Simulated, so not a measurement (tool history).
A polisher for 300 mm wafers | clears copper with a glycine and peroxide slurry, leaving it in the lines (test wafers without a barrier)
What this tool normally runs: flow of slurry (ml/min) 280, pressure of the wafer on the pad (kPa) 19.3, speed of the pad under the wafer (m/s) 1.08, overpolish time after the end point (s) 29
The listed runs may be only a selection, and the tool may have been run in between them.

run,hour,flow of slurry (ml/min),pressure of the wafer on the pad (kPa),speed of the pad under the wafer (m/s),overpolish time after the end point (s),"incoming thickness of the incoming film, nm",time until the end point was called (s),dishing of a wide line in a test structure (Å)
1,0.0,280,19.3,1.08,29,421.6,87.7,752
2,68.6,280,19.3,1.08,29,406.7,83.4,786
# hour 164.2: slurry nozzle cleaned
3,170.4,280,19.3,1.08,29,408.0,85.4,742
# hour 257.9: head pressure recalibrated
# hour 384.8: worn pad replaced by a new one
4,417.1,280,19.3,1.20,17,413.5,77.5,554
5,491.8,240,14.5,1.08,29,418.8,107.4,648
6,590.9,240,14.5,1.08,29,411.9,106.0,667
# hour 639.6: slurry nozzle cleaned
7,692.2,280,19.3,1.08,29,409.4,87.6,752
# hour 777.6: worn pad replaced by a new one
8,785.7,280,19.3,1.18,29,411.7,83.8,732
# hour 864.3: head pressure recalibrated
9,873.5,280,19.3,1.18,29,422.2,80.7,785
10,977.1,280,19.3,1.18,29,416.5,81.6,801
11,1041.9,280,19.3,1.08,29,411.9,85.9,746
# hour 1091.5: slurry nozzle cleaned
# hour 1152.5: worn pad replaced by a new one
12,1157.0,355,19.3,1.08,25,411.7,84.2,690
13,1201.2,365,19.3,1.08,29,421.7,86.5,763
14,1274.7,355,19.3,1.08,24,410.3,88.0,655
15,1360.4,195,19.3,1.08,25,406.9,93.3,655
16,1412.6,190,25.5,1.08,29,407.7,78.5,816
# hour 1461.0: slurry nozzle cleaned
# hour 1500.7: head pressure recalibrated
17,1515.3,280,19.3,1.08,46,406.0,82.8,975
# hour 1519.8: worn pad replaced by a new one
18,1597.4,240,14.5,1.08,29,413.7,100.4,659
19,1662.2,370,13.1,1.20,46,410.5,94.7,918
20,1749.1,280,19.3,1.08,29,409.7,84.9,775
21,1810.2,280,19.3,1.44,17,417.8,67.8,614
22,1856.3,280,19.3,1.18,29,414.6,82.4,783

What if the next run were any one of these 3? Each begins from the tool's condition after run 22:
A,1856.8,280,19.3,1.08,29,405.4,?,?
B,1856.8,320,19.3,1.08,29,405.4,?,?
C,1856.8,365,13.1,1.08,29,405.4,?,?

run,time until the end point was called (s),dishing of a wide line in a test structure (Å)
A,86.5,748
B,85.8,752
C,107.0,645
What these runs would have given with no unlogged condition in the tool:
run,time until the end point was called (s),dishing of a wide line in a test structure (Å)
A,84.4,761
B,83.8,765
C,104.5,656

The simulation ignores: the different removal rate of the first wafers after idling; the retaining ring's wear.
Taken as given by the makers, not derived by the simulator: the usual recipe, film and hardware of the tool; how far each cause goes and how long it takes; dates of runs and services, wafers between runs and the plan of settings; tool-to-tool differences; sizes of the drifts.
